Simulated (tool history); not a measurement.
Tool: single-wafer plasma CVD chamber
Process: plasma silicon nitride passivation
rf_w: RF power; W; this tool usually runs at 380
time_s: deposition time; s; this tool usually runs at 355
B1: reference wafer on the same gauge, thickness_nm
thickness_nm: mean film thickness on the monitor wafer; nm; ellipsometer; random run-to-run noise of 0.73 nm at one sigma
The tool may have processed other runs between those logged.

run 1 hour=0 | rf_w=380 time_s=355 | B1=461.045 | thickness_nm=468.472
run 2 hour=11.6 | rf_w=380 time_s=355 | B1=461.222 | thickness_nm=468.616
run 3 hour=25 | rf_w=380 time_s=355 | B1=460.751 | thickness_nm=469.046
run 4 hour=33.1 | rf_w=380 time_s=355 | B1=461.204 | thickness_nm=469.31
run 5 hour=43.5 | rf_w=380 time_s=355 | B1=460.938 | thickness_nm=468.947
run 6 hour=57.5 | rf_w=380 time_s=355 | B1=460.718 | thickness_nm=468.572
run 7 hour=64.6 | rf_w=380 time_s=323 | B1=460.852 | thickness_nm=426.614
run 8 hour=77.2 | rf_w=380 time_s=355 | B1=461.299 | thickness_nm=470.385
run 9 hour=84.8 | rf_w=380 time_s=355 | B1=461.12 | thickness_nm=468.253
run 10 hour=98 | rf_w=380 time_s=355 | B1=460.996 | thickness_nm=467.611
run 11 hour=106.3 | rf_w=435 time_s=399 | B1=461.331 | thickness_nm=549.453
run 12 hour=118.4 | rf_w=435 time_s=399 | B1=461.097 | thickness_nm=551.819
-- hour=121.9 gauge calibrated
-- hour=137.4 showerhead replaced
run 13 hour=137.9 | rf_w=380 time_s=355 | B1=460.905 | thickness_nm=467.467
run 14 hour=151.5 | rf_w=335 time_s=421 | B1=461.014 | thickness_nm=533.486
run 15 hour=165.3 | rf_w=355 time_s=290 | B1=461.082 | thickness_nm=374.139
-- hour=203.1 RF generator calibrated
run 16 hour=212 | rf_w=445 time_s=426 | B1=461.084 | thickness_nm=608.693

Run 17 is up next; what results do you expect?
run 17 hour=224.2 | rf_w=380 time_s=355 | B1=? | thickness_nm=?

For run 17 the tool returned B1 461.01, thickness_nm 482.51 nm.
Were there no unlogged condition in the tool, this run, its random variation unchanged, would have produced thickness_nm 483.706 nm.
